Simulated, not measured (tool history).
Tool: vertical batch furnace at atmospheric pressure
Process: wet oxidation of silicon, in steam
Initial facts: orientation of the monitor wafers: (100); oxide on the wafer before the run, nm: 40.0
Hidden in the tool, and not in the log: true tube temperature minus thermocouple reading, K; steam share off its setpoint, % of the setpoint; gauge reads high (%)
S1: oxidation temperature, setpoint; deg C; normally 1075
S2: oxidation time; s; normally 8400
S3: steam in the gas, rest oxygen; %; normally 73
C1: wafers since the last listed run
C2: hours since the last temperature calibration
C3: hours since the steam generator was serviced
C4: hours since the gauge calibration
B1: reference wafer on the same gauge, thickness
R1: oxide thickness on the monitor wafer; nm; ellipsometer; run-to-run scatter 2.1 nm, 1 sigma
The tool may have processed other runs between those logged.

| run | hour | S1 | S2 | S3 | C1 | C2 | C3 | C4 | B1 | R1 |
|---|---|---|---|---|---|---|---|---|---|---|
| 1 | 0.0 | 1075 | 8400 | 73 | 0 | 1271.8 | 2481.7 | 400.6 | 799.99 | 871.67 |
| 2 | 17.8 | 1075 | 8400 | 73 | 226 | 1289.6 | 2499.5 | 418.4 | 800.24 | 875.31 |
| 3 | 31.4 | 1075 | 8400 | 73 | 173 | 1303.2 | 2513.1 | 432.0 | 800.16 | 874.52 |
| 4 | 44.8 | 1075 | 8400 | 73 | 170 | 1316.6 | 2526.5 | 445.4 | 800.29 | 875.66 |
| 5 | 64.8 | 1075 | 8400 | 73 | 254 | 1336.6 | 2546.5 | 465.4 | 799.99 | 869.76 |
| 6 | 73.8 | 1075 | 8400 | 73 | 114 | 1345.6 | 2555.5 | 474.4 | 799.67 | 875.71 |
| 7 | 92.2 | 1075 | 8400 | 73 | 234 | 1364.0 | 2573.9 | 492.8 | 799.89 | 873.44 |
| 8 | 102.6 | 1075 | 8400 | 73 | 132 | 1374.4 | 2584.3 | 503.2 | 799.78 | 872.78 |
| 9 | 124.9 | 1075 | 8400 | 73 | 283 | 1396.7 | 2606.6 | 525.5 | 799.92 | 873.35 |
| 10 | 133.7 | 1075 | 8400 | 73 | 112 | 1405.5 | 2615.4 | 534.3 | 800.14 | 874.55 |
| 11 | 148.5 | 1075 | 8400 | 73 | 188 | 1420.3 | 2630.2 | 549.1 | 800.28 | 874.68 |
|  | 178.7 | steam generator serviced |
| 12 | 180.9 | 1075 | 8400 | 73 | 106 | 1452.7 | 2.2 | 581.5 | 799.68 | 874.53 |
| 13 | 197.7 | 1075 | 8400 | 73 | 213 | 1469.5 | 19.0 | 598.3 | 799.75 | 874.34 |
| 14 | 217.2 | 1075 | 11040 | 73 | 248 | 1489.0 | 38.5 | 617.8 | 800.33 | 1012.10 |
| 15 | 231.2 | 1056 | 8400 | 73 | 178 | 1503.0 | 52.5 | 631.8 | 800.02 | 810.48 |
| 16 | 244.2 | 1075 | 8400 | 82 | 165 | 1516.0 | 65.5 | 644.8 | 800.29 | 925.50 |
|  | 251.5 | gauge calibrated |
|  | 270.8 | thermocouples replaced and temperature profile calibrated |
| 17 | 271.3 | 1058 | 4680 | 82 | 39 | 0.5 | 92.6 | 19.8 | 799.78 | 610.28 |
| 18 | 283.2 | 1075 | 11700 | 66 | 151 | 12.4 | 104.5 | 31.7 | 799.97 | 971.46 |
| 19 | 294.3 | 1092 | 8400 | 73 | 141 | 23.5 | 115.6 | 42.8 | 800.28 | 911.00 |
| 20 | 311.0 | 1064 | 6600 | 76 | 212 | 40.2 | 132.3 | 59.5 | 800.06 | 727.65 |
| 21 | 322.1 | 1075 | 8400 | 73 | 141 | 51.3 | 143.4 | 70.6 | 799.90 | 859.51 |
| 22 | 342.2 | 1062 | 8400 | 73 | 255 | 71.4 | 163.5 | 90.7 | 800.29 | 812.76 |
| 23 | 363.0 | 1087 | 8400 | 61 | 264 | 92.2 | 184.3 | 111.5 | 799.73 | 814.61 |
| 24 | 377.3 | 1075 | 6480 | 73 | 182 | 106.5 | 198.6 | 125.8 | 799.66 | 743.46 |
| 25 | 397.5 | 1075 | 8400 | 73 | 257 | 126.7 | 218.8 | 146.0 | 799.95 | 862.16 |
| 26 | 411.4 | 1062 | 10470 | 65 | 176 | 140.6 | 232.7 | 159.9 | 799.44 | 865.91 |
| 27 | 424.0 | 1089 | 8400 | 69 | 160 | 153.2 | 245.3 | 172.5 | 799.95 | 875.60 |
| 28 | 439.7 | 1075 | 8400 | 73 | 199 | 168.9 | 261.0 | 188.2 | 800.05 | 860.25 |
| 29 | 449.2 | 1085 | 6120 | 68 | 120 | 178.4 | 270.5 | 197.7 | 799.80 | 720.05 |
| 30 | 458.7 | 1075 | 8400 | 73 | 120 | 187.9 | 280.0 | 207.2 | 799.83 | 858.72 |
| 31 | 480.5 | 1061 | 8400 | 73 | 277 | 209.7 | 301.8 | 229.0 | 800.17 | 814.63 |
| 32 | 488.1 | 1067 | 12330 | 68 | 96 | 217.3 | 309.4 | 236.6 | 799.98 | 991.25 |
| 33 | 507.5 | 1061 | 12450 | 79 | 246 | 236.7 | 328.8 | 256.0 | 799.84 | 1059.58 |
| 34 | 517.3 | 1065 | 6030 | 68 | 124 | 246.5 | 338.6 | 265.8 | 800.03 | 661.43 |
| 35 | 530.9 | 1075 | 8400 | 65 | 173 | 260.1 | 352.2 | 279.4 | 800.03 | 808.08 |
| 36 | 550.7 | 1083 | 12540 | 62 | 252 | 279.9 | 372.0 | 299.2 | 800.09 | 1008.54 |
| 37 | 560.3 | 1075 | 6870 | 67 | 122 | 289.5 | 381.6 | 308.8 | 799.95 | 738.45 |
| 38 | 578.7 | 1075 | 8400 | 73 | 234 | 307.9 | 400.0 | 327.2 | 800.23 | 863.35 |
| 39 | 599.4 | 1058 | 10920 | 61 | 263 | 328.6 | 420.7 | 347.9 | 800.19 | 846.84 |

For some of the steps in R1 from one run to the next: how much would appear even if the tool had no hidden state, given the settings, what came in and random variation, and how much remains for the hidden state plus any gauge scatter that the measured result and the result without hidden state don't share?
Run 13 -> 14: S2 8400 -> 11040. R1 +137.76 nm: hidden state +2.05, all else +135.71.
Run 16 -> 17: S1 1075 -> 1058, S2 8400 -> 4680, gauge calibrated, thermocouples replaced and temperature profile calibrated. R1 -315.22 nm: hidden state -18.99, all else -296.23.
Run 17 -> 18: S1 1058 -> 1075, S2 4680 -> 11700, S3 82 -> 66. R1 +361.18 nm: hidden state +0.43, all else +360.75.
Run 33 -> 34: S1 1061 -> 1065, S2 12450 -> 6030, S3 79 -> 68. R1 -398.15 nm: hidden state -2.08, all else -396.07.
